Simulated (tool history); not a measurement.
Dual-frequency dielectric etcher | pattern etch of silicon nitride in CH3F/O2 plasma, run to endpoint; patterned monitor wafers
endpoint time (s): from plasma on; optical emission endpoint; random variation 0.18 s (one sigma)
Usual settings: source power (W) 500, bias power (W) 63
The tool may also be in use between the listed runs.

run	hour	source power (W)	bias power (W)	wafers since the last listed run	hours since the last wet clean	hours since the last source power generator calibration	hours since the last bias power generator calibration	hours since the last upper electrode change	incoming incoming film thickness, nm	endpoint time (s)
1	0.0	500	67	0	527.0	3166.6	2023.0	5126.0	53.7	59.0
2	10.2	500	67	84	537.2	3176.8	2033.2	5136.2	53.1	58.5
3	18.6	500	67	69	545.6	3185.2	2041.6	5144.6	54.0	59.5
4	28.7	440	63	83	555.7	3195.3	2051.7	5154.7	54.1	63.4
5	43.4	440	63	121	570.4	3210.0	2066.4	5169.4	53.8	63.4
# hour 56.7: source power generator calibrated
6	57.2	440	63	81	584.2	0.5	2080.2	5183.2	53.7	63.2
7	66.8	500	63	79	593.8	10.1	2089.8	5192.8	53.1	58.7
# hour 95.6: upper electrode replaced
# hour 99.2: bias power generator calibrated
# hour 99.9: wet clean of the chamber
8	100.4	500	63	43	0.5	43.7	1.2	4.8	53.6	61.3
9	100.8	420	59	3	0.9	44.1	1.6	5.2	53.6	67.9
10	107.8	530	49	57	7.9	51.1	8.6	12.2	53.5	62.3
11	115.9	570	59	66	16.0	59.2	16.7	20.3	53.2	57.9
12	124.1	620	55	67	24.2	67.4	24.9	28.5	53.3	56.4

Run 13 comes next. What will it give?
13	133.5	450	56	77	33.6	76.8	34.3	37.9	53.8	?

endpoint time (s): 66.2
Without the tool's hidden state the same run would have given endpoint time (s) 66.4.
